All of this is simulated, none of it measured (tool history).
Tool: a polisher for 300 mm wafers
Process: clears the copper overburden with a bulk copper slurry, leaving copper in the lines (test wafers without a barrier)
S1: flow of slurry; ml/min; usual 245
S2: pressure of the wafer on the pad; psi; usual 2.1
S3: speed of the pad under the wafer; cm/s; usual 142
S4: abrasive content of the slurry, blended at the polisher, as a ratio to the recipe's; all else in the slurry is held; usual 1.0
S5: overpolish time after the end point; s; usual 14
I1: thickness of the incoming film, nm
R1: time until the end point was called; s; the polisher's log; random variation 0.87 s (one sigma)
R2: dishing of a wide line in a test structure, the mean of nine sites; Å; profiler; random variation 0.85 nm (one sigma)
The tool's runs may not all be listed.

run   hour   S1   S2   S3   S4  S5     I1    R1   R2
  1    0.0  245  2.1  142  1.0  14  637.0  58.6  742
  2   14.7  245  2.1  142  1.0  14  640.2  59.0  756
  3   30.4  245  2.1  142  1.0  14  645.9  59.3  740
  4   39.4  245  2.1  142  1.0  14  640.2  59.7  726
  5   52.8  245  2.1  142  1.0  14  648.7  62.2  750
      61.2  -- worn pad replaced by a new one
  6   67.3  245  2.1  142  1.0  14  643.6  59.2  736
  7   75.4  245  2.1  142  1.0  20  637.9  60.0  866
  8   85.0  245  2.1  142  1.0  14  644.2  59.8  731
  9   97.2  245  2.1  142  1.0  19  638.0  58.4  869
 10  109.0  245  2.1  142  1.0  19  638.9  60.1  876
 11  123.1  245  2.1  142  1.0  19  639.3  57.9  853
     141.5  -- worn pad replaced by a new one
     145.6  -- slurry blender recalibrated
     157.4  -- slurry nozzle cleaned
 12  160.9  245  2.1  142  1.0  14  631.1  59.3  736
     171.1  -- head pressure recalibrated
 13  174.8  295  2.1  142  1.2  14  628.9  54.4  771
 14  192.6  245  2.1  142  1.0  14  639.6  59.1  727
 15  202.8  245  2.1  142  1.0  14  641.8  60.7  747
 16  212.7  245  2.1  142  1.0  14  632.6  60.3  735
 17  220.4  245  2.1  142  1.0  14  641.0  60.2  722
     225.1  -- worn pad replaced by a new one
 18  230.7  245  2.1  142  1.0  19  641.6  58.3  856
 19  246.9  160  2.1  142  0.8  21  640.2  64.5  851
 20  258.9  245  2.1  122  1.0  14  633.9  67.9  684
 21  271.3  245  1.7  170  0.8  19  646.1  65.7  791
 22  288.2  270  2.7  114  0.7  14  626.5  61.1  747

Forecast run 23:
     305.2  -- worn pad replaced by a new one
 23  305.7  215  2.1  142  1.0  14  642.2   ?   ?

Run 23 gave R1 59.0 s, R2 728 Å.
Without the tool's hidden state the same run would have given R1 59.0 s, R2 728 Å.

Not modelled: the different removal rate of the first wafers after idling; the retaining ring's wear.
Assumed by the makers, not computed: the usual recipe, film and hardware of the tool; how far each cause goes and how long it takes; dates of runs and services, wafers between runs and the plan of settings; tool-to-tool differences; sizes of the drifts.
